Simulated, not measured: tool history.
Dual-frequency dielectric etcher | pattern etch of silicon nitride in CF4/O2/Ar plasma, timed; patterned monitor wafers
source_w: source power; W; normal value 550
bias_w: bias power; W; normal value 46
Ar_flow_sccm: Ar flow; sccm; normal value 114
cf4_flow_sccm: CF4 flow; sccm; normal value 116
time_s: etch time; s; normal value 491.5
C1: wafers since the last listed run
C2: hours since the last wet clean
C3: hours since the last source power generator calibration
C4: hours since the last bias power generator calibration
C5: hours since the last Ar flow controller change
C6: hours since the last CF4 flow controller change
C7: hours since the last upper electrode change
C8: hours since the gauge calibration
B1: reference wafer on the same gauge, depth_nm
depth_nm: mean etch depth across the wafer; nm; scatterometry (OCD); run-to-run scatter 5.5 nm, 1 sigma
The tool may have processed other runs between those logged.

{"run": 1, "hour": 0.0, "source_w": 550, "bias_w": 46, "Ar_flow_sccm": 114, "cf4_flow_sccm": 131, "time_s": 491.5, "C1": 0, "C2": 57, "C3": 3557.5, "C4": 2633.5, "C5": 1288.7, "C6": 3428.6, "C7": 2179.2, "C8": 452.7, "B1": 1000.1, "depth_nm": 917.8}
{"run": 2, "hour": 60.5, "source_w": 550, "bias_w": 46, "Ar_flow_sccm": 114, "cf4_flow_sccm": 116, "time_s": 491.5, "C1": 242, "C2": 117.5, "C3": 3618, "C4": 2694, "C5": 1349.2, "C6": 3489.1, "C7": 2239.7, "C8": 513.2, "B1": 995.3, "depth_nm": 901.2}
{"run": 3, "hour": 153.6, "source_w": 550, "bias_w": 46, "Ar_flow_sccm": 114, "cf4_flow_sccm": 116, "time_s": 491.5, "C1": 373, "C2": 210.6, "C3": 3711.1, "C4": 2787.1, "C5": 1442.3, "C6": 3582.2, "C7": 2332.8, "C8": 606.3, "B1": 991.6, "depth_nm": 908.4}
{"run": 4, "hour": 206.6, "source_w": 550, "bias_w": 46, "Ar_flow_sccm": 114, "cf4_flow_sccm": 116, "time_s": 491.5, "C1": 212, "C2": 263.6, "C3": 3764.1, "C4": 2840.1, "C5": 1495.3, "C6": 3635.2, "C7": 2385.8, "C8": 659.3, "B1": 992, "depth_nm": 901.2}
{"hour": 282.7, "done": "wet clean of the chamber"}
{"run": 5, "hour": 284.5, "source_w": 550, "bias_w": 46, "Ar_flow_sccm": 114, "cf4_flow_sccm": 116, "time_s": 491.5, "C1": 216, "C2": 1.8, "C3": 3842, "C4": 2918, "C5": 1573.2, "C6": 3713.1, "C7": 2463.7, "C8": 737.2, "B1": 983, "depth_nm": 909.6}
{"run": 6, "hour": 365.9, "source_w": 550, "bias_w": 46, "Ar_flow_sccm": 114, "cf4_flow_sccm": 116, "time_s": 491.5, "C1": 326, "C2": 83.2, "C3": 3923.4, "C4": 2999.4, "C5": 1654.6, "C6": 3794.5, "C7": 2545.1, "C8": 818.6, "B1": 981.9, "depth_nm": 885.1}
{"run": 7, "hour": 460.7, "source_w": 550, "bias_w": 46, "Ar_flow_sccm": 129, "cf4_flow_sccm": 116, "time_s": 491.5, "C1": 380, "C2": 178, "C3": 4018.2, "C4": 3094.2, "C5": 1749.4, "C6": 3889.3, "C7": 2639.9, "C8": 913.4, "B1": 980.7, "depth_nm": 880.3}
{"hour": 498.8, "done": "CF4 flow controller replaced"}
{"hour": 527.5, "done": "source power generator calibrated"}
{"run": 8, "hour": 532.2, "source_w": 550, "bias_w": 40, "Ar_flow_sccm": 114, "cf4_flow_sccm": 124, "time_s": 491.5, "C1": 246, "C2": 249.5, "C3": 4.7, "C4": 3165.7, "C5": 1820.9, "C6": 33.4, "C7": 2711.4, "C8": 984.9, "B1": 978.1, "depth_nm": 861.9}
{"run": 9, "hour": 605.9, "source_w": 440, "bias_w": 49, "Ar_flow_sccm": 114, "cf4_flow_sccm": 116, "time_s": 491.5, "C1": 295, "C2": 323.2, "C3": 78.4, "C4": 3239.4, "C5": 1894.6, "C6": 107.1, "C7": 2785.1, "C8": 1058.6, "B1": 973.7, "depth_nm": 714}
{"hour": 680.7, "done": "wet clean of the chamber"}
{"run": 10, "hour": 681.2, "source_w": 550, "bias_w": 54, "Ar_flow_sccm": 114, "cf4_flow_sccm": 116, "time_s": 629, "C1": 205, "C2": 0.5, "C3": 153.7, "C4": 3314.7, "C5": 1969.9, "C6": 182.4, "C7": 2860.4, "C8": 1133.9, "B1": 971.3, "depth_nm": 1181.4}
{"run": 11, "hour": 784.6, "source_w": 500, "bias_w": 50, "Ar_flow_sccm": 104, "cf4_flow_sccm": 94, "time_s": 491.5, "C1": 415, "C2": 103.9, "C3": 257.1, "C4": 3418.1, "C5": 2073.3, "C6": 285.8, "C7": 2963.8, "C8": 1237.3, "B1": 962.6, "depth_nm": 810}
{"run": 12, "hour": 885.9, "source_w": 600, "bias_w": 46, "Ar_flow_sccm": 136, "cf4_flow_sccm": 116, "time_s": 451.5, "C1": 406, "C2": 205.2, "C3": 358.4, "C4": 3519.4, "C5": 2174.6, "C6": 387.1, "C7": 3065.1, "C8": 1338.6, "B1": 961.8, "depth_nm": 860.2}
{"run": 13, "hour": 953.9, "source_w": 550, "bias_w": 46, "Ar_flow_sccm": 114, "cf4_flow_sccm": 116, "time_s": 491.5, "C1": 273, "C2": 273.2, "C3": 426.4, "C4": 3587.4, "C5": 2242.6, "C6": 455.1, "C7": 3133.1, "C8": 1406.6, "B1": 959.3, "depth_nm": 867.7}
{"hour": 971.3, "done": "bias power generator calibrated"}
{"run": 14, "hour": 1007.1, "source_w": 550, "bias_w": 53, "Ar_flow_sccm": 114, "cf4_flow_sccm": 116, "time_s": 491.5, "C1": 197, "C2": 326.4, "C3": 479.6, "C4": 35.8, "C5": 2295.8, "C6": 508.3, "C7": 3186.3, "C8": 1459.8, "B1": 957.8, "depth_nm": 911.3}
{"hour": 1066.2, "done": "upper electrode replaced"}
{"hour": 1076.9, "done": "wet clean of the chamber"}
{"hour": 1077.1, "done": "gauge calibrated"}
{"hour": 1097.9, "done": "Ar flow controller replaced"}
{"run": 15, "hour": 1313.6, "source_w": 550, "bias_w": 46, "Ar_flow_sccm": 114, "cf4_flow_sccm": 101, "time_s": 529.5, "C1": 1067, "C2": 236.7, "C3": 786.1, "C4": 342.3, "C5": 215.7, "C6": 814.8, "C7": 247.4, "C8": 236.5, "B1": 994.9, "depth_nm": 970.3}
{"run": 16, "hour": 1367.8, "source_w": 440, "bias_w": 49, "Ar_flow_sccm": 114, "cf4_flow_sccm": 116, "time_s": 491.5, "C1": 217, "C2": 290.9, "C3": 840.3, "C4": 396.5, "C5": 269.9, "C6": 869, "C7": 301.6, "C8": 290.7, "B1": 990.3, "depth_nm": 725}
{"hour": 1435.7, "done": "wet clean of the chamber"}
{"run": 17, "hour": 1443.5, "source_w": 550, "bias_w": 42, "Ar_flow_sccm": 114, "cf4_flow_sccm": 116, "time_s": 491.5, "C1": 207, "C2": 7.8, "C3": 916, "C4": 472.2, "C5": 345.6, "C6": 944.7, "C7": 377.3, "C8": 366.4, "B1": 989.6, "depth_nm": 881.1}

Take each entry between the runs: how does the hidden state at the last listed run before it differ from the hidden state at the first listed run after it?
In the gap between runs 4 and 5: wet clean of the chamber (hour 282.7)
  gauge reads high (%): -2.26 -> -2.57
  the result without the hidden state subtracted from the measured one, depth_nm: -20.8 -> -24 nm
In the gap between runs 7 and 8: CF4 flow controller replaced (hour 498.8); source power generator calibrated (hour 527.5)
  gauge reads high (%): -3.27 -> -3.56
  the result without the hidden state subtracted from the measured one, depth_nm: -29.8 -> -31.8 nm
In the gap between runs 9 and 10: wet clean of the chamber (hour 680.7)
  gauge reads high (%): -3.86 -> -4.16
  the result without the hidden state subtracted from the measured one, depth_nm: -28.6 -> -51.2 nm
In the gap between runs 13 and 14: bias power generator calibrated (hour 971.3)
  gauge reads high (%): -5.25 -> -5.46
  the result without the hidden state subtracted from the measured one, depth_nm: -48.1 -> -52.6 nm
In the gap between runs 14 and 15: upper electrode replaced (hour 1066.2); wet clean of the chamber (hour 1076.9); gauge calibrated (hour 1077.1); Ar flow controller replaced (hour 1097.9)
  gauge reads high (%): -5.46 -> -1.68
  the result without the hidden state subtracted from the measured one, depth_nm: -52.6 -> -16.6 nm
In the gap between runs 16 and 17: wet clean of the chamber (hour 1435.7)
  gauge reads high (%): -1.89 -> -2.2
  the result without the hidden state subtracted from the measured one, depth_nm: -14 -> -19.8 nm
